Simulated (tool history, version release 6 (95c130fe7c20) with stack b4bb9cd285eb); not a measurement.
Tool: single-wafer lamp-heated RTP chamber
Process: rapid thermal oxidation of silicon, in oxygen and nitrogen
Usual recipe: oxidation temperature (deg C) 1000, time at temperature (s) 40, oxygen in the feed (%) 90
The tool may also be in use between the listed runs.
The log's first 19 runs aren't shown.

run	hour	oxidation temperature (deg C)	time at temperature (s)	oxygen in the feed (%)	read-back reference wafer on the same gauge, thickness	oxide thickness on the monitor wafer (angstrom)
20	905.0	1000	40	90	4.891	48.15
21	964.1	1000	40	80	4.893	46.37
22	990.6	1029	40	90	4.891	59.18
# hour 1001.5: pyrometer window cleaned and pyrometer calibrated
23	1022.7	975	48	98	4.893	44.12
24	1090.8	973	28	98	4.890	35.29
# hour 1149.9: oxygen flow controller replaced
25	1155.5	1025	48	77	4.887	57.88
26	1223.3	1000	26	90	4.889	40.04
27	1284.7	971	28	90	4.888	34.07
28	1313.2	1010	28	90	4.894	44.46
29	1357.0	1000	40	82	4.889	46.97
30	1414.2	1000	32	98	4.893	45.27
31	1450.0	973	40	90	4.894	39.78
32	1521.4	985	52	90	4.890	48.64
33	1555.3	983	28	64	4.891	34.05
34	1583.5	1000	40	90	4.890	48.52
35	1637.2	1000	24	90	4.893	39.61
36	1704.6	1000	40	62	4.897	43.89
# hour 1716.8: pyrometer window cleaned and pyrometer calibrated
37	1767.6	1015	50	98	4.896	59.21

What if the next run were any one of these 5? Each begins from the tool's condition after run 37:
A	1768.0	1021	40	90	?	?
B	1768.0	1000	33	98	?	?
C	1768.0	987	45	75	?	?
D	1768.0	982	58	98	?	?
E	1768.0	978	25	71	?	?

run	read-back reference wafer on the same gauge, thickness	oxide thickness on the monitor wafer (angstrom)
A	4.891	54.07
B	4.891	44.26
C	4.891	42.06
D	4.891	49.36
E	4.891	31.28
Stripped of hidden state, with their random variation kept, the same runs would have yielded:
run	oxide thickness on the monitor wafer (angstrom)
A	53.61
B	43.89
C	41.71
D	48.92
E	31.06
